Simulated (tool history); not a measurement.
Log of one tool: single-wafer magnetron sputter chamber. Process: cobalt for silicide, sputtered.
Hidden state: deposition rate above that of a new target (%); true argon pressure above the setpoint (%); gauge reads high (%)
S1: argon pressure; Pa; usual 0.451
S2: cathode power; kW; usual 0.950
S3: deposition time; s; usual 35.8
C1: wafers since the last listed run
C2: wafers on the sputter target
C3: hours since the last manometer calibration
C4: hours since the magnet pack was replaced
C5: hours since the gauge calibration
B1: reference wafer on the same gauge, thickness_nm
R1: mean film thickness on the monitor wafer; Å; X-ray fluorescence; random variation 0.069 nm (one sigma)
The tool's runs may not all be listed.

| run | hour | S1 | S2 | S3 | C1 | C2 | C3 | C4 | C5 | B1 | R1 |
|---|---|---|---|---|---|---|---|---|---|---|---|
| 1 | 0.0 | 0.451 | 0.950 | 35.8 | 0 | 1459 | 1626.9 | 4453.3 | 154.2 | 14.049 | 169.41 |
| 2 | 14.4 | 0.534 | 0.950 | 31.8 | 328 | 1787 | 1641.3 | 4467.7 | 168.6 | 14.065 | 146.25 |
| 3 | 30.5 | 0.451 | 0.950 | 35.8 | 366 | 2154 | 1657.4 | 4483.8 | 184.7 | 14.061 | 169.84 |
| 4 | 57.8 | 0.451 | 0.950 | 35.8 | 622 | 2776 | 1684.7 | 4511.1 | 212.0 | 14.066 | 170.71 |
| 5 | 87.6 | 0.451 | 0.950 | 35.8 | 678 | 3455 | 1714.5 | 4540.9 | 241.8 | 14.062 | 171.90 |
| 6 | 110.6 | 0.380 | 0.950 | 35.8 | 524 | 3979 | 1737.5 | 4563.9 | 264.8 | 14.106 | 175.31 |
| 7 | 126.2 | 0.451 | 0.950 | 35.8 | 355 | 4335 | 1753.1 | 4579.5 | 280.4 | 14.093 | 169.28 |
| 8 | 149.8 | 0.451 | 0.950 | 35.8 | 537 | 4872 | 1776.7 | 4603.1 | 304.0 | 14.071 | 170.06 |
| 9 | 173.9 | 0.451 | 0.850 | 35.8 | 549 | 5421 | 1800.8 | 4627.2 | 328.1 | 14.112 | 152.34 |
|  | 202.1 | capacitance manometer re-zeroed and calibrated |
| 10 | 202.6 | 0.451 | 0.850 | 35.8 | 471 | 5893 | 0.5 | 4655.9 | 356.8 | 14.121 | 151.89 |
| 11 | 214.2 | 0.451 | 0.850 | 35.8 | 264 | 6157 | 12.1 | 4667.5 | 368.4 | 14.092 | 152.79 |
|  | 231.9 | gauge calibrated |
|  | 248.7 | sputter target and shields replaced |
| 12 | 249.2 | 0.591 | 0.950 | 39.9 | 615 | 11 | 47.1 | 4702.5 | 17.3 | 13.892 | 178.23 |
| 13 | 275.3 | 0.608 | 0.800 | 40.2 | 594 | 606 | 73.2 | 4728.6 | 43.4 | 13.904 | 149.98 |
| 14 | 292.8 | 0.451 | 0.950 | 35.8 | 398 | 1004 | 90.7 | 4746.1 | 60.9 | 13.965 | 168.86 |
| 15 | 317.3 | 0.296 | 1.150 | 37.8 | 558 | 1562 | 115.2 | 4770.6 | 85.4 | 13.967 | 231.16 |
|  | 358.0 | magnet pack replaced |
| 16 | 358.5 | 0.451 | 0.950 | 35.8 | 756 | 2319 | 156.4 | 0.5 | 126.6 | 14.028 | 169.91 |
| 17 | 390.7 | 0.595 | 0.950 | 35.8 | 733 | 3053 | 188.6 | 32.7 | 158.8 | 14.008 | 160.02 |
| 18 | 414.8 | 0.451 | 0.950 | 28.7 | 549 | 3602 | 212.7 | 56.8 | 182.9 | 14.034 | 134.63 |
| 19 | 439.7 | 0.451 | 0.800 | 30.7 | 567 | 4169 | 237.6 | 81.7 | 207.8 | 14.034 | 122.68 |

Forecast run 20:
| 20 | 454.2 | 0.373 | 0.750 | 35.8 | 330 | 4499 | 252.1 | 96.2 | 222.3 | ? | ? |

{"run 20": {"B1": 14.024, "R1": 138.28}}
Without the tool's hidden state the same run would have given R1 136.91 Å.

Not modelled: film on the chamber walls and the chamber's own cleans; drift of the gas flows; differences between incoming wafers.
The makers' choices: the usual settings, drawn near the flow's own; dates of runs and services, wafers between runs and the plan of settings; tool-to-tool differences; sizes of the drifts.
